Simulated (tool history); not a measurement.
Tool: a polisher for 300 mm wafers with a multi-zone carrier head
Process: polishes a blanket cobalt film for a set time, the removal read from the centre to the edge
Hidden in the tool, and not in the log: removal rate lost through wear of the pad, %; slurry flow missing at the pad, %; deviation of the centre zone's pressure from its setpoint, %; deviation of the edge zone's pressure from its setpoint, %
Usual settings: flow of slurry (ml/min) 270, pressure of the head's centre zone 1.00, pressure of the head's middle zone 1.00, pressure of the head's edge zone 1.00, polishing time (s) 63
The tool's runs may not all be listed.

run,hour,flow of slurry (ml/min),pressure of the head's centre zone,pressure of the head's middle zone,pressure of the head's edge zone,polishing time (s),wafers since the last listed run,wafers polished on this pad,hours since the slurry nozzle was cleaned,hours since the centre zone pressure was calibrated,hours since the edge zone pressure was calibrated,hours since the carrier head's membrane was replaced,"incoming thickness of the incoming film, nm",film removed at the wafer's centre (Å),film removed at mid-radius (Å),film removed at the wafer's edge (Å)
1,0.0,270,1.00,1.00,1.00,63,0,2103,64.5,987.6,83.8,530.8,904.9,3579,3319,3358
# hour 38.0: worn pad replaced by a new one
2,59.1,270,1.00,1.00,1.00,63,508,194,123.6,1046.7,142.9,589.9,887.4,3610,3341,3357
3,86.2,270,1.00,1.00,1.00,63,249,444,150.7,1073.8,170.0,617.0,897.6,3553,3343,3295
4,150.4,270,1.00,1.00,1.00,63,592,1036,214.9,1138.0,234.2,681.2,898.3,3637,3358,3353
5,204.7,270,1.00,1.00,1.00,63,500,1537,269.2,1192.3,288.5,735.5,896.2,3664,3356,3316
6,254.1,270,1.00,1.00,1.00,63,455,1992,318.6,1241.7,337.9,784.9,880.0,3579,3312,3344
7,302.7,270,1.00,1.00,1.00,63,448,2441,367.2,1290.3,386.5,833.5,888.0,3621,3361,3328
# hour 341.0: worn pad replaced by a new one
# hour 406.3: carrier head's membrane replaced by a new one
# hour 446.7: centre zone pressure recalibrated
8,504.3,270,1.00,1.00,1.00,63,1757,1441,568.8,57.6,588.1,98.0,878.6,3421,3353,3433
9,550.4,345,1.00,1.06,1.00,63,425,1866,614.9,103.7,634.2,144.1,895.1,3487,3653,3404
# hour 605.6: worn pad replaced by a new one
10,619.3,270,1.00,1.00,0.91,63,598,126,683.8,172.6,703.1,213.0,890.8,3491,3348,3198
# hour 622.0: edge zone pressure recalibrated
11,675.4,270,1.00,1.00,1.00,63,498,624,739.9,228.7,53.4,269.1,874.1,3450,3308,3316
12,713.3,270,1.00,1.00,1.00,63,349,974,777.8,266.6,91.3,307.0,886.0,3493,3334,3306
13,765.2,215,1.00,1.11,0.90,63,478,1453,829.7,318.5,143.2,358.9,893.1,3450,3565,3131
# hour 797.6: slurry nozzle cleaned
14,813.3,270,1.00,1.08,1.00,63,434,1887,15.7,366.6,191.3,407.0,890.2,3586,3588,3313
15,881.1,200,1.11,1.00,1.00,79,625,2513,83.5,434.4,259.1,474.8,882.8,4807,3979,4068
# hour 905.0: worn pad replaced by a new one
16,923.1,215,1.00,1.11,0.90,63,350,166,125.5,476.4,301.1,516.8,897.8,3499,3579,3112
17,986.0,270,1.00,0.96,1.00,55,580,746,188.4,539.3,364.0,579.7,882.0,3055,2826,2924
18,1050.1,220,0.91,1.00,1.00,42,591,1337,252.5,603.4,428.1,643.8,904.2,2146,2183,2174
19,1131.4,270,1.00,0.95,1.00,63,749,2087,333.8,684.7,509.4,725.1,873.2,3631,3195,3386
# hour 1179.5: edge zone pressure recalibrated
20,1188.0,270,1.00,1.00,1.00,46,503,2591,390.4,741.3,8.5,781.7,898.6,2637,2458,2461
# hour 1197.3: worn pad replaced by a new one
21,1230.5,315,1.04,1.04,1.00,63,355,306,432.9,783.8,51.0,824.2,890.5,3753,3501,3408

Forecast each of these 5 alternatives for the next run:
A,1230.9,270,1.00,1.00,1.00,63,3,310,433.3,784.2,51.4,824.6,881.3,?,?,?
B,1230.9,270,1.00,1.00,1.11,51,3,310,433.3,784.2,51.4,824.6,881.3,?,?,?
C,1230.9,270,1.00,1.00,1.00,80,3,310,433.3,784.2,51.4,824.6,881.3,?,?,?
D,1230.9,270,1.00,1.09,1.00,63,3,310,433.3,784.2,51.4,824.6,881.3,?,?,?
E,1230.9,270,1.00,1.00,1.10,54,3,310,433.3,784.2,51.4,824.6,881.3,?,?,?

run,film removed at the wafer's centre (Å),film removed at mid-radius (Å),film removed at the wafer's edge (Å)
A,3615,3346,3319
B,2926,2709,2813
C,4590,4249,4214
D,3617,3601,3315
E,3098,2868,2967
Without the tool's hidden state the same runs would have given:
run,film removed at the wafer's centre (Å),film removed at mid-radius (Å),film removed at the wafer's edge (Å)
A,3337,3348,3319
B,2702,2710,2813
C,4238,4251,4214
D,3339,3602,3315
E,2861,2869,2967
